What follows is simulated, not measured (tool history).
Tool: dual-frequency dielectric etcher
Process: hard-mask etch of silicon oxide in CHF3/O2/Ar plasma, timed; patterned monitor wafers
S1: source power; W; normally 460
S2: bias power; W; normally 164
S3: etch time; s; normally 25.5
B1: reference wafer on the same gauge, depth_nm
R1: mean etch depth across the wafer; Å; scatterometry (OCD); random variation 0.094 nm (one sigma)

run    hour   S1   S2    S3     B1     R1
  1     0.0  460  164  25.5  40.61  417.2
  2    85.5  460  164  25.5  40.57  414.6
      380.6  -- wet clean of the chamber
  3   381.1  460  164  25.5  40.58  415.2
      395.3  -- gauge calibrated
  4   428.6  460  164  25.5  40.58  413.9
  5   524.1  460  164  25.5  40.60  411.6
  6   560.7  460  164  25.5  40.61  415.1
  7   658.3  460  164  25.5  40.57  411.3
  8   720.0  460  164  25.5  40.59  414.1
  9   760.8  400  191  25.5  40.59  422.2
 10   849.7  570  164  25.5  40.62  438.9
      853.8  -- source power generator calibrated
      922.0  -- bias power generator calibrated
      934.6  -- upper electrode replaced
      941.6  -- wet clean of the chamber
 11   942.1  500  138  21.0  40.61  327.2
 12   968.9  460  134  25.5  40.58  386.1
 13  1043.3  460  135  21.5  40.58  325.6
 14  1125.6  460  164  25.5  40.59  416.1
 15  1231.3  550  196  29.5  40.60  545.4
 16  1267.5  500  148  19.5  40.61  314.1

Predict each of these 3 candidate next runs independently; none follows another, all start after run 16:
  A  1267.9  460  164  25.5   ?   ?
  B  1267.9  420  164  32.5   ?   ?
  C  1267.9  460  164  20.5   ?   ?

run     B1     R1
  A  40.54  416.2
  B  40.54  516.8
  C  40.54  334.6
Had the tool no hidden state, the same runs would have come out as:
run     R1
  A  416.4
  B  517.1
  C  334.8
